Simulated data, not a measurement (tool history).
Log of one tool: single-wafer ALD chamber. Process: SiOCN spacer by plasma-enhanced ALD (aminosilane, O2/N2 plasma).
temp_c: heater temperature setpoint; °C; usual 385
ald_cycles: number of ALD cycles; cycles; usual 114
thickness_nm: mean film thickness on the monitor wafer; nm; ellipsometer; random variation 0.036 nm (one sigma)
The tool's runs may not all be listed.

run	hour	temp_c	ald_cycles	read-back reference wafer on the same gauge, thickness_nm	thickness_nm
1	0.0	385	114	5.313	6.000
2	37.5	385	114	5.311	6.053
3	97.8	385	114	5.274	5.968
# hour 153.8: gauge calibrated
4	159.0	385	114	5.395	6.068
5	214.4	385	114	5.382	6.153
6	238.6	385	114	5.393	6.103
7	277.4	385	114	5.367	6.005
8	346.2	385	114	5.374	6.066
9	450.2	385	114	5.350	6.029
# hour 494.5: thermocouple changed; heater temperature recalibrated
10	509.3	379	114	5.333	6.048
11	543.3	397	126	5.318	6.679
# hour 587.8: gauge calibrated
12	608.9	385	120	5.389	6.405
13	661.8	380	97	5.383	5.221
14	698.5	376	98	5.400	5.220
15	745.1	385	114	5.387	6.123
16	791.3	380	114	5.376	6.079
17	837.6	385	114	5.351	6.072
18	864.1	385	129	5.374	6.887
19	915.8	377	122	5.347	6.475

Forecast each of these 5 alternatives for the next run:
A	916.4	385	132	?	?
B	916.4	377	125	?	?
C	916.4	398	114	?	?
D	916.4	374	95	?	?
E	916.4	391	114	?	?

run	read-back reference wafer on the same gauge, thickness_nm	thickness_nm
A	5.351	7.030
B	5.351	6.657
C	5.351	6.071
D	5.351	5.059
E	5.351	6.071
Without the tool's hidden state the same runs would have given:
run	thickness_nm
A	7.100
B	6.724
C	6.132
D	5.110
E	6.132
